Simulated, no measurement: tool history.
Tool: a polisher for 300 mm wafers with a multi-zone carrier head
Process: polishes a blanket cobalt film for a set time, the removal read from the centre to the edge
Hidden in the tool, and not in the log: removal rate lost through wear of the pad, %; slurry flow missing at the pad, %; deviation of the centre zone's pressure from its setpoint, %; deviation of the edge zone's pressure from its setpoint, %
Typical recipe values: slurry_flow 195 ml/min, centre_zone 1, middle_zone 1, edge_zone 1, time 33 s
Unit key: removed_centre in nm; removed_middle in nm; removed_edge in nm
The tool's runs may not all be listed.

run    hour  slurry_flow  centre_zone  middle_zone  edge_zone  time  wafers since the last listed run  wafers polished on this pad  hours since the slurry nozzle was cleaned  hours since the centre zone pressure was calibrated  hours since the edge zone pressure was calibrated  hours since the carrier head's membrane was replaced  incoming thickness of the incoming film, nm  removed_centre  removed_middle  removed_edge
  1       0          195            1            1          1    33                                 0                         1434                                      431.6                                                414.9                                                600                                                 145.5                                       1114.3             173           172.8         178.7
  2    57.7          195            1            1          1    33                               945                         2380                                      489.3                                                472.6                                              657.7                                                 203.2                                       1139.2           166.7             168         177.4
       71.9  -- edge zone pressure recalibrated
  3   128.7          195            1            1          1    33                              1131                         3511                                      560.3                                                543.6                                               56.8                                                 274.2                                         1122             165           168.6         174.7
      152.6  -- centre zone pressure recalibrated
      178.1  -- slurry nozzle cleaned
  4   234.5          195          1.1            1          1    29                              1685                         5196                                       56.4                                                 81.9                                              162.6                                                   380                                       1137.9           170.5           155.4         158.6
  5   305.4          130         0.95            1       0.89    38                              1162                         6359                                      127.3                                                152.8                                              233.5                                                 450.9                                       1131.8           170.6           180.6         181.5
  6   401.9          195            1            1          1    33                              1581                         7940                                      223.8                                                249.3                                                330                                                 547.4                                         1118           161.6             162         168.8
  7   454.1          195            1            1          1    39                               855                         8796                                        276                                                301.5                                              382.2                                                 599.6                                       1118.4           185.8           185.4         191.8
      520.2  -- carrier head's membrane replaced by a new one
      534.1  -- worn pad replaced by a new one
  8   535.2          235            1            1       1.08    33                              1181                           18                                      357.1                                                382.6                                              463.3                                                    15                                       1137.3           178.3           177.2         188.8
  9   588.9          195            1            1          1    33                               880                          898                                      410.8                                                436.3                                                517                                                  68.7                                       1138.8             172           168.9         177.4
 10     640          195            1            1          1    33                               837                         1736                                      461.9                                                487.4                                              568.1                                                 119.8                                       1132.9           172.2             169         176.6
 11   730.9          225         1.04         1.08          1    22                              1490                         3226                                      552.8                                                578.3                                                659                                                 210.7                                       1123.8           117.8           119.6         120.2
      757.4  -- slurry nozzle cleaned
      762.1  -- edge zone pressure recalibrated
 12     796          195            1            1          1    33                              1017                         4244                                       38.6                                                643.4                                               33.9                                                 275.8                                       1125.4           179.9           174.2           181
      813.1  -- centre zone pressure recalibrated
 13   879.1          150         1.12            1       0.94    38                              1329                         5573                                      121.7                                                   66                                                117                                                 358.9                                       1120.7           201.8           178.2         188.9
 14   938.5          195         1.05         0.91       0.89    33                               973                         6547                                      181.1                                                125.4                                              176.4                                                 418.3                                       1142.2           172.7           149.5         164.7
 15  1035.6          165            1         0.97       0.92    33                              1591                         8138                                      278.2                                                222.5                                              273.5                                                 515.4                                       1126.2           147.3           144.6         152.4
 16  1098.2          195            1            1          1    33                              1026                         9164                                      340.8                                                285.1                                              336.1                                                   578                                       1123.7           148.9           151.1         156.8
     1104.3  -- carrier head's membrane replaced by a new one
     1131.2  -- worn pad replaced by a new one
 17  1168.8          170            1         1.07          1    24                              1009                          616                                      411.4                                                355.7                                              406.7                                                  64.5                                       1137.1           115.3           121.5         124.8
 18  1247.9          150            1            1          1    33                              1296                         1912                                      490.5                                                434.8                                              485.8                                                 143.6                                       1136.6           151.7           152.4         166.7
 19  1338.7          145         1.09         1.04       0.91    33                              1488                         3401                                      581.3                                                525.6                                              576.6                                                 234.4                                       1137.1           157.5           152.6         156.2
     1394.8  -- edge zone pressure recalibrated
     1407.5  -- centre zone pressure recalibrated
 20  1415.9          195            1            1          1    33                              1199                         4601                                      658.5                                                  8.4                                               21.1                                                 311.6                                       1154.2           156.6             158         170.9
 21  1460.8          195         1.09            1          1    33                               735                         5337                                      703.4                                                 53.3                                                 66                                                 356.5                                       1135.5           173.4           156.4         169.8
     1461.9  -- slurry nozzle cleaned
 22    1499          195            1         1.06       0.89    33                               609                         5946                                       37.1                                                 91.5                                              104.2                                                 394.7                                       1144.6           176.3           184.4         172.9

Predict each of these 4 candidate next runs independently; none follows another, all start after run 22:
  A  1499.4          195            1            1          1    33                                 6                         5953                                       37.5                                                 91.9                                              104.6                                                 395.1                                       1125.3               ?               ?             ?
  B  1499.4          195            1         1.07          1    43                                 6                         5953                                       37.5                                                 91.9                                              104.6                                                 395.1                                       1125.3               ?               ?             ?
  C  1499.4          195            1            1          1    41                                 6                         5953                                       37.5                                                 91.9                                              104.6                                                 395.1                                       1125.3               ?               ?             ?
  D  1499.4          195          0.9         0.96       1.09    45                                 6                         5953                                       37.5                                                 91.9                                              104.6                                                 395.1                                       1125.3               ?               ?             ?

run  removed_centre  removed_middle  removed_edge
  A           177.4           173.8         181.7
  B           231.2           239.9         236.6
  C           220.4             216         225.8
  D           217.4           229.1         256.2
Stripped of hidden state, with their random variation kept, the same runs would have yielded:
run  removed_centre  removed_middle  removed_edge
  A           188.1           184.1         191.8
  B           245.2             254         249.7
  C           233.7           228.7         238.3
  D           230.6           242.6         270.4
